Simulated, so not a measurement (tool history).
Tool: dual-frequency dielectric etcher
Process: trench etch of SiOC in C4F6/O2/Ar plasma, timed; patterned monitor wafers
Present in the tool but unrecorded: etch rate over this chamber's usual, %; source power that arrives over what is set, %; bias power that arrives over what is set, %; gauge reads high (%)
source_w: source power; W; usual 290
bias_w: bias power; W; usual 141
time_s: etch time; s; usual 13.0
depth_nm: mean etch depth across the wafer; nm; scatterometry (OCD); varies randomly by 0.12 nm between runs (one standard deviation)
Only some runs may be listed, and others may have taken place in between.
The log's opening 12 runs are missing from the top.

run	hour	source_w	bias_w	time_s	wafers since the last listed run	hours since the last wet clean	hours since the last source power generator calibration	hours since the last bias power generator calibration	hours since the last upper electrode change	hours since the gauge calibration	read-back reference wafer on the same gauge, depth_nm	depth_nm
13	317.0	290	141	13.0	468	469.9	3024.7	153.5	4104.5	792.5	19.08	21.95
14	341.2	290	141	13.0	363	494.1	3048.9	177.7	4128.7	816.7	19.14	22.24
# hour 404.1: wet clean of the chamber
15	418.8	290	158	9.5	805	14.7	3126.5	255.3	4206.3	894.3	19.06	16.80
16	435.6	260	117	12.0	252	31.5	3143.3	272.1	4223.1	911.1	19.06	18.29
17	449.3	350	163	11.5	205	45.2	3157.0	285.8	4236.8	924.8	19.05	22.41
18	477.7	290	129	14.5	426	73.6	3185.4	314.2	4265.2	953.2	19.11	23.78
19	507.2	290	130	13.0	443	103.1	3214.9	343.7	4294.7	982.7	19.13	21.29
# hour 509.0: gauge calibrated
# hour 531.4: upper electrode replaced
# hour 539.2: source power generator calibrated
20	539.7	290	141	13.0	67	135.6	0.5	376.2	8.3	30.7	19.13	22.01
21	551.8	240	171	10.0	181	147.7	12.6	388.3	20.4	42.8	19.09	17.06
22	579.6	340	141	13.0	417	175.5	40.4	416.1	48.2	70.6	19.10	23.69
23	593.0	290	151	16.0	201	188.9	53.8	429.5	61.6	84.0	19.05	27.81

Forecast run 24:
24	621.4	220	164	13.0	426	217.3	82.2	457.9	90.0	112.4	?	?

{"run 24": {"read-back reference wafer on the same gauge, depth_nm": 19.12, "depth_nm": 20.79}}
With no hidden state in the tool, this same run would have given depth_nm 20.79 nm.
